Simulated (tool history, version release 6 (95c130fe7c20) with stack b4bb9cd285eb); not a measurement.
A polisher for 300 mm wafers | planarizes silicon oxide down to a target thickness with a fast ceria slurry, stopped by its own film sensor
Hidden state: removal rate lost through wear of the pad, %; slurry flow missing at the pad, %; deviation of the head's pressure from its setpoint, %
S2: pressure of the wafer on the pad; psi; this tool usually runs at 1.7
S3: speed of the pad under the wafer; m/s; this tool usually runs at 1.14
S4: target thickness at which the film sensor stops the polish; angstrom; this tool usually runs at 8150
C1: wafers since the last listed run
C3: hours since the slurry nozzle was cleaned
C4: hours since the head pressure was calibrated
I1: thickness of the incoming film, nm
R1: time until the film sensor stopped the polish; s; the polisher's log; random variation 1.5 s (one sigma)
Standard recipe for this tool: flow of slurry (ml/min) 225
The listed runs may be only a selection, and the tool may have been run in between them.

Run 1, day 0.000: usual settings but S3 1.44 m/s; C1 0; wafers polished on this pad 193; C3 569.2; C4 135.9; I1 1748.2. Result: R1 69.4 s.
Run 2, day 1.446: usual settings but S2 2.0 psi, S4 7360 angstrom; C1 242; wafers polished on this pad 435; C3 603.9; C4 170.6; I1 1713.7. Result: R1 78.4 s.
Run 3, day 2.588: usual settings; C1 191; wafers polished on this pad 626; C3 631.3; C4 198.0; I1 1738.6. Result: R1 85.2 s.
Run 4, day 3.654: usual settings but flow of slurry (ml/min) 205; C1 178; wafers polished on this pad 804; C3 656.9; C4 223.6; I1 1748.6. Result: R1 82.0 s.
Run 5, day 4.625: usual settings but flow of slurry (ml/min) 205; C1 162; wafers polished on this pad 967; C3 680.2; C4 246.9; I1 1697.0. Result: R1 81.7 s.
Run 6, day 5.354: usual settings; C1 122; wafers polished on this pad 1089; C3 697.7; C4 264.4; I1 1745.1. Result: R1 86.5 s.
At day 6.092: worn pad replaced by a new one.
Run 7, day 6.112: usual settings but S2 1.5 psi, S3 1.32 m/s; C1 99; wafers polished on this pad 3; C3 715.9; C4 282.6; I1 1750.9. Result: R1 79.4 s.
Run 8, day 7.542: usual settings but S2 1.5 psi, S3 1.32 m/s; C1 239; wafers polished on this pad 242; C3 750.2; C4 316.9; I1 1759.2. Result: R1 80.3 s.
Run 9, day 8.233: usual settings but S4 6160 angstrom; C1 115; wafers polished on this pad 358; C3 766.8; C4 333.5; I1 1751.9. Result: R1 98.5 s.
Run 10, day 9.425: usual settings but S4 6160 angstrom; C1 199; wafers polished on this pad 558; C3 795.4; C4 362.1; I1 1731.4. Result: R1 101.0 s.
At day 11.321: slurry nozzle cleaned.
At day 12.121: worn pad replaced by a new one.
Run 11, day 12.950: usual settings but S4 6160 angstrom; C1 555; wafers polished on this pad 138; C3 39.1; C4 446.7; I1 1722.0. Result: R1 98.7 s.
Run 12, day 13.933: usual settings but S3 0.96 m/s; C1 164; wafers polished on this pad 303; C3 62.7; C4 470.3; I1 1747.8. Result: R1 97.0 s.
Run 13, day 15.221: usual settings but S2 1.5 psi, S3 1.32 m/s; C1 215; wafers polished on this pad 518; C3 93.6; C4 501.2; I1 1723.9. Result: R1 79.0 s.
At day 16.183: head pressure recalibrated.
Run 14, day 16.621: usual settings but flow of slurry (ml/min) 280, S2 1.2 psi, S3 1.32 m/s, S4 5070 angstrom; C1 220; wafers polished on this pad 739; C3 127.2; C4 10.5; I1 1724.1. Result: R1 140.6 s.
Run 15, day 17.350: usual settings; C1 122; wafers polished on this pad 861; C3 144.7; C4 28.0; I1 1705.0. Result: R1 84.5 s.
Run 16, day 17.983: usual settings but S3 1.42 m/s; C1 106; wafers polished on this pad 967; C3 159.9; C4 43.2; I1 1732.5. Result: R1 70.6 s.
At day 18.229: worn pad replaced by a new one.
Run 17, day 19.283: usual settings but flow of slurry (ml/min) 255, S2 1.3 psi; C1 189; wafers polished on this pad 176; C3 191.1; C4 74.4; I1 1717.5. Result: R1 111.0 s.
Run 18, day 20.304: usual settings but S4 6580 angstrom; C1 170; wafers polished on this pad 347; C3 215.6; C4 98.9; I1 1722.7. Result: R1 100.3 s.
Run 19, day 21.521: usual settings but flow of slurry (ml/min) 195; C1 203; wafers polished on this pad 551; C3 244.8; C4 128.1; I1 1715.3. Result: R1 81.0 s.
Run 20, day 23.012: usual settings but flow of slurry (ml/min) 170, S2 2.0 psi, S3 1.52 m/s, S4 9670 angstrom; C1 249; wafers polished on this pad 800; C3 280.6; C4 163.9; I1 1720.5. Result: R1 43.7 s.
Run 21, day 23.875: usual settings but S4 9950 angstrom; C1 144; wafers polished on this pad 945; C3 301.3; C4 184.6; I1 1708.4. Result: R1 66.0 s.
At day 24.371: worn pad replaced by a new one.
Run 22, day 24.712: usual settings; C1 112; wafers polished on this pad 57; C3 321.4; C4 204.7; I1 1757.8. Result: R1 84.5 s.
Run 23, day 28.950: usual settings but S3 0.82 m/s; C1 709; wafers polished on this pad 766; C3 423.1; C4 306.4; I1 1742.3. Result: R1 113.0 s.

Consider 5 possible next runs. They are alternatives, not a sequence: every one starts from the tool as it was left by run 23. What does each give?
Run A, day 28.967: usual settings but S3 1.34 m/s; C1 2; wafers polished on this pad 769; C3 423.5; C4 306.8; I1 1729.2. Result: R1 ?.
Run B, day 28.967: usual settings but S2 2.1 psi, S4 9590 angstrom; C1 2; wafers polished on this pad 769; C3 423.5; C4 306.8; I1 1729.2. Result: R1 ?.
Run C, day 28.967: usual settings but flow of slurry (ml/min) 305, S2 1.1 psi, S3 1.38 m/s; C1 2; wafers polished on this pad 769; C3 423.5; C4 306.8; I1 1729.2. Result: R1 ?.
Run D, day 28.967: usual settings but S4 7180 angstrom; C1 2; wafers polished on this pad 769; C3 423.5; C4 306.8; I1 1729.2. Result: R1 ?.
Run E, day 28.967: usual settings but S2 2.0 psi; C1 2; wafers polished on this pad 769; C3 423.5; C4 306.8; I1 1729.2. Result: R1 ?.

run    R1
  A  67.1
  B  53.8
  C  98.7
  D  87.3
  E  67.1
With no hidden state in the tool, these same runs would have given:
run     R1
  A   75.1
  B   60.2
  C  110.3
  D   97.6
  E   75.0

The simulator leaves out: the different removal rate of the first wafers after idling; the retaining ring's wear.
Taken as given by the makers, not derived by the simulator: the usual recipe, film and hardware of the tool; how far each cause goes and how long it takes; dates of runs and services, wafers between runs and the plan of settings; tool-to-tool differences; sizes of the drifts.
